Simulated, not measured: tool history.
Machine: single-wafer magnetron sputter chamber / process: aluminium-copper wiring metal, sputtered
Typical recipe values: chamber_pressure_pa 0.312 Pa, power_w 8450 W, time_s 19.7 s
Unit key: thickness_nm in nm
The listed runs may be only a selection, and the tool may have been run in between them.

run,hour,chamber_pressure_pa,power_w,time_s,"read-back reference wafer on the same gauge, thickness_nm",thickness_nm
1,0.0,0.312,8450,19.7,360.039,293.085
# hour 20.2: sputter target and shields replaced
2,34.8,0.312,7350,19.7,360.018,267.300
3,61.4,0.312,7350,19.7,359.708,264.161
4,82.8,0.312,8450,17.8,360.292,273.072
5,110.8,0.312,8450,17.8,359.930,271.720
6,140.4,0.312,8450,17.8,359.982,269.283
7,160.6,0.312,8450,19.7,360.400,295.708
8,187.4,0.312,8450,19.7,360.109,291.986
9,211.6,0.312,8450,19.7,360.119,292.165
10,225.4,0.312,8450,19.7,360.141,292.007
# hour 245.8: sputter target and shields replaced
11,246.3,0.312,8450,19.7,360.057,276.602
12,255.9,0.312,8450,19.7,359.813,275.435
13,290.3,0.228,8450,19.7,360.076,285.304
14,311.9,0.228,8450,19.7,359.987,280.848
15,331.6,0.228,8450,19.7,359.864,280.917
16,362.7,0.312,8450,19.7,360.086,267.104
17,394.2,0.312,8450,19.7,359.925,265.332
# hour 425.3: sputter target and shields replaced, repeated, since the last time left the tool worse
18,425.8,0.312,8450,19.7,360.010,305.012
19,458.9,0.405,8450,17.4,360.293,259.531
20,481.9,0.404,8450,17.2,359.783,253.466
21,496.4,0.429,8450,19.7,359.792,282.771
# hour 531.9: gauge calibrated
# hour 536.4: magnet pack replaced
22,536.9,0.312,8450,16.8,360.124,253.345
23,553.0,0.312,6500,19.7,360.122,227.732
24,579.7,0.312,8450,17.8,360.033,265.973
# hour 603.5: sputter target and shields replaced
25,611.6,0.312,7600,19.7,359.918,275.156
26,642.8,0.233,10000,21.5,359.559,404.871
27,659.1,0.312,9850,19.7,359.979,354.274
# hour 669.7: capacitance manometer re-zeroed and calibrated
28,673.3,0.429,8450,19.7,359.797,284.874
29,708.2,0.218,10050,22.5,360.321,422.670
30,739.4,0.193,7250,19.7,359.907,269.215
31,758.9,0.312,9200,18.2,360.414,296.094
32,783.3,0.389,9100,19.7,360.019,304.154
# hour 829.4: sputter target and shields replaced
33,885.5,0.350,8450,19.7,360.306,297.156
34,910.0,0.200,6500,17.7,359.913,217.847
35,939.5,0.312,9900,16.1,359.923,284.773

Each row is a separate what-if for the run after 35, all from the same tool condition, not one after another. Results?
A,939.9,0.312,8450,19.7,?,?
B,939.9,0.273,10350,16.7,?,?
C,939.9,0.212,6950,18.5,?,?

run,"read-back reference wafer on the same gauge, thickness_nm",thickness_nm
A,359.959,299.117
B,359.959,315.833
C,359.959,241.233
What these runs would have given with no unlogged condition in the tool:
run,thickness_nm
A,308.525
B,325.766
C,248.820

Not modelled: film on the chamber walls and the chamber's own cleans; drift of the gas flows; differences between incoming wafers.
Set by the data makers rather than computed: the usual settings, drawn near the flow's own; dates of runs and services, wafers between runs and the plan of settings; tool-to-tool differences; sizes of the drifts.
